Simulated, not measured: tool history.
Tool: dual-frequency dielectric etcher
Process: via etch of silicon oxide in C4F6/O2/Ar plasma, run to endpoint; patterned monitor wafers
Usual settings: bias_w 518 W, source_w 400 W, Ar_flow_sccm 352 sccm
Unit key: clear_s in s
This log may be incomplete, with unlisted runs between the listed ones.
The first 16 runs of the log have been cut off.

run	day	bias_w	source_w	Ar_flow_sccm	wafers since the last listed run	hours since the last wet clean	hours since the last bias power generator calibration	hours since the last source power generator calibration	hours since the last Ar flow controller change	hours since the last upper electrode change	incoming incoming film thickness, nm	clear_s
# day 20.579: Ar flow controller replaced
17	20.608	470	440	384	333	107.1	177.0	326.6	0.7	65.1	98.8	23.9
18	21.779	435	480	416	348	135.2	205.1	354.7	28.8	93.2	98.6	24.8
19	22.462	420	400	329	203	151.6	221.5	371.1	45.2	109.6	100.1	26.1
20	23.829	618	400	352	406	184.4	254.3	403.9	78.0	142.4	98.3	21.1
21	24.933	518	400	308	328	210.9	280.8	430.4	104.5	168.9	99.4	22.6
22	25.533	425	500	352	178	225.3	295.2	444.8	118.9	183.3	99.4	24.4
23	26.788	518	400	352	372	255.4	325.3	474.9	149.0	213.4	99.2	23.6
24	27.521	433	400	309	217	273.0	342.9	492.5	166.6	231.0	98.1	25.3
25	28.267	518	400	352	221	290.9	360.8	510.4	184.5	248.9	99.5	23.9
26	29.312	518	400	352	310	316.0	385.9	535.5	209.6	274.0	97.9	23.4
27	30.500	445	360	381	352	344.5	414.4	564.0	238.1	302.5	99.0	27.3
28	31.567	518	480	352	317	370.1	440.0	589.6	263.7	328.1	98.3	22.5
# day 32.721: wet clean of the chamber
29	32.742	518	400	352	52	0.5	468.2	617.8	291.9	356.3	98.6	22.5
30	33.533	569	450	352	235	19.5	487.2	636.8	310.9	375.3	98.7	20.8

3 options for the next run, each taken on its own from the tool as it stands now. Forecast them:
A	33.550	518	400	279	4	19.9	487.6	637.2	311.3	375.7	98.2	?
B	33.550	557	400	352	4	19.9	487.6	637.2	311.3	375.7	98.2	?
C	33.550	439	450	352	4	19.9	487.6	637.2	311.3	375.7	98.2	?

run	clear_s
A	21.7
B	21.8
C	23.9
Stripped of hidden state, with their random variation kept, the same runs would have yielded:
run	clear_s
A	21.7
B	21.8
C	23.9
